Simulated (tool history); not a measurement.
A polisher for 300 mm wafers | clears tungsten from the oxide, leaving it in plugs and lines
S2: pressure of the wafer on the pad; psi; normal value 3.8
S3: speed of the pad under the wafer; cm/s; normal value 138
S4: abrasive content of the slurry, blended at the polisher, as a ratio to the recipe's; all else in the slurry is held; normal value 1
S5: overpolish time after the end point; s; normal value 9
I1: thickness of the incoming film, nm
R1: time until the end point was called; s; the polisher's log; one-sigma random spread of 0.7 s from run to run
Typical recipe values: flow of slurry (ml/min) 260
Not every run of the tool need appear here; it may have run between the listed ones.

{"run": 1, "hour": 0.0, "flow of slurry (ml/min)": 210, "S2": 3.8, "S3": 138, "S4": 0.8, "S5": 9, "I1": 269.8, "R1": 38.9}
{"run": 2, "hour": 97.0, "flow of slurry (ml/min)": 210, "S2": 3.8, "S3": 138, "S4": 0.8, "S5": 9, "I1": 267.4, "R1": 41.5}
{"run": 3, "hour": 159.7, "flow of slurry (ml/min)": 210, "S2": 3.8, "S3": 138, "S4": 0.8, "S5": 9, "I1": 270.2, "R1": 42.3}
{"hour": 199.2, "done": "slurry tank refilled with fresh slurry and peroxide"}
{"run": 4, "hour": 220.1, "flow of slurry (ml/min)": 320, "S2": 2.6, "S3": 138, "S4": 0.75, "S5": 6, "I1": 269, "R1": 58.9}
{"hour": 264.2, "done": "slurry blender recalibrated"}
{"hour": 279.7, "done": "head pressure recalibrated"}
{"run": 5, "hour": 363.0, "flow of slurry (ml/min)": 260, "S2": 2.7, "S3": 138, "S4": 1, "S5": 9, "I1": 275, "R1": 56.5}
{"run": 6, "hour": 433.3, "flow of slurry (ml/min)": 260, "S2": 4.3, "S3": 138, "S4": 0.7, "S5": 7, "I1": 271.4, "R1": 38}
{"run": 7, "hour": 478.1, "flow of slurry (ml/min)": 260, "S2": 3.8, "S3": 138, "S4": 1, "S5": 4, "I1": 267.2, "R1": 38.7}
{"hour": 491.6, "done": "slurry nozzle cleaned"}
{"run": 8, "hour": 550.9, "flow of slurry (ml/min)": 260, "S2": 3.8, "S3": 154, "S4": 1, "S5": 9, "I1": 269.2, "R1": 35.6}
{"hour": 581.4, "done": "worn pad replaced by a new one"}
{"run": 9, "hour": 658.6, "flow of slurry (ml/min)": 305, "S2": 3.2, "S3": 138, "S4": 1.1, "S5": 7, "I1": 268.1, "R1": 45.4}
{"run": 10, "hour": 741.4, "flow of slurry (ml/min)": 260, "S2": 3.8, "S3": 160, "S4": 0.85, "S5": 9, "I1": 269.5, "R1": 35.2}
{"hour": 791.9, "done": "slurry tank refilled with fresh slurry and peroxide"}
{"run": 11, "hour": 826.2, "flow of slurry (ml/min)": 220, "S2": 2.8, "S3": 150, "S4": 0.75, "S5": 9, "I1": 271, "R1": 56.1}
{"hour": 913.0, "done": "slurry blender recalibrated"}
{"run": 12, "hour": 928.6, "flow of slurry (ml/min)": 260, "S2": 3.8, "S3": 138, "S4": 1, "S5": 9, "I1": 269.3, "R1": 42.3}
{"hour": 963.7, "done": "head pressure recalibrated"}
{"run": 13, "hour": 1002.9, "flow of slurry (ml/min)": 260, "S2": 4.8, "S3": 138, "S4": 1, "S5": 9, "I1": 272.6, "R1": 31.9}
{"run": 14, "hour": 1046.5, "flow of slurry (ml/min)": 260, "S2": 3.8, "S3": 138, "S4": 1, "S5": 9, "I1": 272.4, "R1": 42.7}
{"run": 15, "hour": 1086.5, "flow of slurry (ml/min)": 260, "S2": 3.1, "S3": 138, "S4": 1.1, "S5": 9, "I1": 270.5, "R1": 49}
{"hour": 1136.3, "done": "slurry nozzle cleaned"}
{"hour": 1137.1, "done": "worn pad replaced by a new one"}
{"run": 16, "hour": 1159.6, "flow of slurry (ml/min)": 260, "S2": 3.8, "S3": 138, "S4": 1, "S5": 9, "I1": 269.4, "R1": 38.3}
{"run": 17, "hour": 1216.3, "flow of slurry (ml/min)": 195, "S2": 5, "S3": 106, "S4": 0.85, "S5": 9, "I1": 272.3, "R1": 41.9}
{"run": 18, "hour": 1307.4, "flow of slurry (ml/min)": 260, "S2": 4.4, "S3": 138, "S4": 0.75, "S5": 11, "I1": 266.8, "R1": 36.6}
{"run": 19, "hour": 1350.9, "flow of slurry (ml/min)": 260, "S2": 4.8, "S3": 138, "S4": 1, "S5": 9, "I1": 272.1, "R1": 31.7}
{"run": 20, "hour": 1389.4, "flow of slurry (ml/min)": 260, "S2": 3.8, "S3": 178, "S4": 1, "S5": 9, "I1": 266.8, "R1": 32.2}
{"run": 21, "hour": 1457.7, "flow of slurry (ml/min)": 210, "S2": 2.8, "S3": 138, "S4": 1.1, "S5": 9, "I1": 268.1, "R1": 54.2}
{"hour": 1467.9, "done": "slurry tank refilled with fresh slurry and peroxide"}
{"hour": 1521.6, "done": "slurry blender recalibrated"}
{"run": 22, "hour": 1542.8, "flow of slurry (ml/min)": 185, "S2": 3.8, "S3": 138, "S4": 1, "S5": 9, "I1": 265, "R1": 44.1}
{"hour": 1604.0, "done": "head pressure recalibrated"}
{"run": 23, "hour": 1633.1, "flow of slurry (ml/min)": 260, "S2": 3.8, "S3": 138, "S4": 1, "S5": 9, "I1": 269.2, "R1": 38}
{"run": 24, "hour": 1682.1, "flow of slurry (ml/min)": 260, "S2": 3, "S3": 138, "S4": 1, "S5": 9, "I1": 270.7, "R1": 51.4}
{"hour": 1769.1, "done": "slurry nozzle cleaned"}
{"run": 25, "hour": 1772.3, "flow of slurry (ml/min)": 315, "S2": 3, "S3": 138, "S4": 0.9, "S5": 13, "I1": 266.7, "R1": 47.9}

Forecast each of these 5 alternatives for the next run:
{"run": "A", "hour": 1772.7, "flow of slurry (ml/min)": 260, "S2": 4.5, "S3": 138, "S4": 1, "S5": 9, "I1": 270.4, "R1": "?"}
{"run": "B", "hour": 1772.7, "flow of slurry (ml/min)": 295, "S2": 3.8, "S3": 138, "S4": 0.8, "S5": 9, "I1": 270.4, "R1": "?"}
{"run": "C", "hour": 1772.7, "flow of slurry (ml/min)": 260, "S2": 3.4, "S3": 138, "S4": 1, "S5": 9, "I1": 270.4, "R1": "?"}
{"run": "D", "hour": 1772.7, "flow of slurry (ml/min)": 260, "S2": 3.8, "S3": 104, "S4": 1, "S5": 9, "I1": 270.4, "R1": "?"}
{"run": "E", "hour": 1772.7, "flow of slurry (ml/min)": 260, "S2": 3.8, "S3": 138, "S4": 0.9, "S5": 9, "I1": 270.4, "R1": "?"}

run=A R1=30.7
run=B R1=37.5
run=C R1=40.5
run=D R1=48.1
run=E R1=37.1
What these runs would have given with no unlogged condition in the tool:
run=A R1=31.1
run=B R1=38.1
run=C R1=41.1
run=D R1=48.8
run=E R1=37.6

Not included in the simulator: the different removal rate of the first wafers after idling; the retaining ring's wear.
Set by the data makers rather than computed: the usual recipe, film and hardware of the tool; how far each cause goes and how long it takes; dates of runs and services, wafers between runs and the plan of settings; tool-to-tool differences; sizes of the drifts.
